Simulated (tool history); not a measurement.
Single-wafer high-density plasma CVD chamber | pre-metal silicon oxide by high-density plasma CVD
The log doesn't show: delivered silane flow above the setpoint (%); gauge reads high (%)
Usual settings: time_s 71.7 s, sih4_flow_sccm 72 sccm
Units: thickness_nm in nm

run     day  time_s  sih4_flow_sccm  wafers since the last listed run  hours since the silane flow controller was replaced  hours since the gauge calibration  read-back reference wafer on the same gauge, thickness_nm  thickness_nm
  1   0.000    71.7              72                                 0                                               1325.9                              937.6                                                    523.919       524.998
  2   2.692    71.7              72                              1243                                               1390.5                             1002.2                                                    524.626       526.664
  3   5.288    68.5              62                              1199                                               1452.8                             1064.5                                                    523.873       453.082
  4   8.946    68.5              62                              1690                                               1540.6                             1152.3                                                    524.069       450.453
  5  10.792    71.7              72                               852                                               1584.9                             1196.6                                                    524.004       533.704
  6  13.325    71.7              72                              1170                                               1645.7                             1257.4                                                    524.712       531.714
  7  15.100    66.6              72                               820                                               1688.3                             1300.0                                                    523.801       497.499
  8  17.008    66.6              72                               881                                               1734.1                             1345.8                                                    523.533       495.089
  9  21.492    77.8              72                              2071                                               1841.7                             1453.4                                                    523.607       578.880
 10  23.604    61.3              72                               975                                               1892.4                             1504.1                                                    523.382       458.793
 11  27.612    61.3              72                              1851                                               1988.6                             1600.3                                                    522.961       456.893
     28.904  -- gauge calibrated
 12  31.462    71.7              79                              1778                                               2081.0                               61.4                                                    524.415       578.276
 13  34.242    71.7              79                              1283                                               2147.7                              128.1                                                    524.243       578.555
     35.054  -- silane flow controller replaced
 14  36.717    71.7              79                               989                                                 39.9                              187.5                                                    524.534       552.025
 15  38.825    80.1              72                               974                                                 90.5                              238.1                                                    524.565       579.343
 16  40.350    82.5              85                               704                                                127.1                              274.7                                                    524.106       678.486
 17  47.988    82.3              59                              3528                                                310.4                              458.0                                                    523.780       513.233
 18  51.754    78.2              86                              1740                                                400.8                              548.4                                                    523.645       653.703
 19  54.917    78.7              68                              1461                                                476.7                              624.3                                                    523.676       547.335
 20  58.438    80.1              82                              1626                                                561.2                              708.8                                                    524.594       645.325
 21  62.667    71.7              72                              1953                                                662.7                              810.3                                                    523.236       519.922
 22  64.496    71.7              72                               845                                                706.6                              854.2                                                    523.621       522.021
 23  68.475    57.8              64                              1838                                                802.1                              949.7                                                    523.300       384.694
 24  71.096    71.7              72                              1210                                                865.0                             1012.6                                                    522.976       518.289
 25  75.100    71.7              72                              1849                                                961.1                             1108.7                                                    524.632       526.812
 26  77.488    62.2              65                              1102                                               1018.4                             1166.0                                                    523.410       421.464
 27  81.708    79.1              86                              1949                                               1119.7                             1267.3                                                    523.734       659.984
 28  85.296    71.7              86                              1657                                               1205.8                             1353.4                                                    524.129       603.639

Forecast each of these 5 alternatives for the next run:
  A  85.312    76.6              72                                 7                                               1206.2                             1353.8                                                          ?             ?
  B  85.312    58.3              66                                 7                                               1206.2                             1353.8                                                          ?             ?
  C  85.312    79.3              79                                 7                                               1206.2                             1353.8                                                          ?             ?
  D  85.312    61.1              67                                 7                                               1206.2                             1353.8                                                          ?             ?
  E  85.312    80.1              60                                 7                                               1206.2                             1353.8                                                          ?             ?

run  read-back reference wafer on the same gauge, thickness_nm  thickness_nm
  A                                                    524.136       560.896
  B                                                    524.136       399.788
  C                                                    524.136       623.685
  D                                                    524.136       423.723
  E                                                    524.136       512.034
Without the tool's hidden state the same runs would have given:
run  thickness_nm
  A       553.791
  B       394.724
  C       615.785
  D       418.356
  E       505.549
